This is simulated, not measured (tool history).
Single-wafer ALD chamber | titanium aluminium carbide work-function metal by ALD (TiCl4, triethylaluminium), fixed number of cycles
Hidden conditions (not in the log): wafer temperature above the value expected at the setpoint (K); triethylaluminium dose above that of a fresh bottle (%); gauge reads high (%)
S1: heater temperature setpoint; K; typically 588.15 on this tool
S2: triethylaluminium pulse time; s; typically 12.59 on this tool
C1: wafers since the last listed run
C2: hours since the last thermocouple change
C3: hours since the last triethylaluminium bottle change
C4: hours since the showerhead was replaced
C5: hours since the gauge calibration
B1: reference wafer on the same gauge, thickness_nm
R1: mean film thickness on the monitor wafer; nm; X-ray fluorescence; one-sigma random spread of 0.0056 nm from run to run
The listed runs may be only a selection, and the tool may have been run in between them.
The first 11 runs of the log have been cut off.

run 12 hour=135.2 | S1=588.15 S2=12.59 | C1=152 C2=1523.9 C3=672.2 C4=4736.7 C5=270.8 | B1=2.000 | R1=2.259
run 13 hour=149.4 | S1=588.15 S2=12.59 | C1=133 C2=1538.1 C3=686.4 C4=4750.9 C5=285.0 | B1=1.999 | R1=2.244
run 14 hour=165.4 | S1=583.15 S2=10.11 | C1=150 C2=1554.1 C3=702.4 C4=4766.9 C5=301.0 | B1=1.999 | R1=2.186
-- hour=182.5 thermocouple changed; heater temperature recalibrated
run 15 hour=183.0 | S1=583.15 S2=10.11 | C1=90 C2=0.5 C3=720.0 C4=4784.5 C5=318.6 | B1=2.002 | R1=2.204
run 16 hour=195.0 | S1=588.15 S2=13.84 | C1=113 C2=12.5 C3=732.0 C4=4796.5 C5=330.6 | B1=2.000 | R1=2.275
run 17 hour=207.5 | S1=577.15 S2=12.59 | C1=117 C2=25.0 C3=744.5 C4=4809.0 C5=343.1 | B1=2.000 | R1=2.167
run 18 hour=222.3 | S1=595.15 S2=8.32 | C1=139 C2=39.8 C3=759.3 C4=4823.8 C5=357.9 | B1=1.999 | R1=2.258
-- hour=239.5 showerhead replaced
run 19 hour=240.0 | S1=588.15 S2=12.59 | C1=91 C2=57.5 C3=777.0 C4=0.5 C5=375.6 | B1=2.000 | R1=2.250
run 20 hour=241.7 | S1=579.15 S2=12.59 | C1=16 C2=59.2 C3=778.7 C4=2.2 C5=377.3 | B1=2.001 | R1=2.190
-- hour=252.2 gauge calibrated
run 21 hour=252.2 | S1=576.15 S2=15.77 | C1=98 C2=69.7 C3=789.2 C4=12.7 C5=0.0 | B1=2.000 | R1=2.169
run 22 hour=261.0 | S1=595.15 S2=14.17 | C1=82 C2=78.5 C3=798.0 C4=21.5 C5=8.8 | B1=1.999 | R1=2.333
-- hour=272.5 triethylaluminium bottle replaced
run 23 hour=273.7 | S1=593.15 S2=8.39 | C1=44 C2=91.2 C3=1.2 C4=34.2 C5=21.5 | B1=2.000 | R1=2.244
run 24 hour=287.7 | S1=588.15 S2=10.03 | C1=131 C2=105.2 C3=15.2 C4=48.2 C5=35.5 | B1=1.999 | R1=2.239
run 25 hour=302.4 | S1=603.15 S2=9.27 | C1=138 C2=119.9 C3=29.9 C4=62.9 C5=50.2 | B1=1.999 | R1=2.342
run 26 hour=311.6 | S1=593.15 S2=12.59 | C1=86 C2=129.1 C3=39.1 C4=72.1 C5=59.4 | B1=2.000 | R1=2.290
run 27 hour=319.0 | S1=592.15 S2=15.43 | C1=69 C2=136.5 C3=46.5 C4=79.5 C5=66.8 | B1=2.001 | R1=2.300
run 28 hour=325.0 | S1=592.15 S2=13.90 | C1=56 C2=142.5 C3=52.5 C4=85.5 C5=72.8 | B1=1.999 | R1=2.305
run 29 hour=339.4 | S1=579.15 S2=9.35 | C1=135 C2=156.9 C3=66.9 C4=99.9 C5=87.2 | B1=1.999 | R1=2.155
run 30 hour=346.4 | S1=601.15 S2=13.96 | C1=65 C2=163.9 C3=73.9 C4=106.9 C5=94.2 | B1=2.002 | R1=2.378
run 31 hour=361.0 | S1=588.15 S2=12.59 | C1=137 C2=178.5 C3=88.5 C4=121.5 C5=108.8 | B1=1.999 | R1=2.248
run 32 hour=374.4 | S1=582.15 S2=12.59 | C1=126 C2=191.9 C3=101.9 C4=134.9 C5=122.2 | B1=1.998 | R1=2.211

Forecast each of these 5 alternatives for the next run:
run A hour=374.8 | S1=588.15 S2=12.59 | C1=3 C2=192.3 C3=102.3 C4=135.3 C5=122.6 | B1=? | R1=?
run B hour=374.8 | S1=602.15 S2=12.59 | C1=3 C2=192.3 C3=102.3 C4=135.3 C5=122.6 | B1=? | R1=?
run C hour=374.8 | S1=579.15 S2=14.47 | C1=3 C2=192.3 C3=102.3 C4=135.3 C5=122.6 | B1=? | R1=?
run D hour=374.8 | S1=603.15 S2=10.44 | C1=3 C2=192.3 C3=102.3 C4=135.3 C5=122.6 | B1=? | R1=?
run E hour=374.8 | S1=592.15 S2=12.59 | C1=3 C2=192.3 C3=102.3 C4=135.3 C5=122.6 | B1=? | R1=?

run=A B1=2.000 R1=2.252
run=B B1=2.000 R1=2.367
run=C B1=2.000 R1=2.188
run=D B1=2.000 R1=2.356
run=E B1=2.000 R1=2.284
Take away the tool's hidden state, keep each run's random variation, and the runs would have read:
run=A R1=2.252
run=B R1=2.367
run=C R1=2.188
run=D R1=2.356
run=E R1=2.284
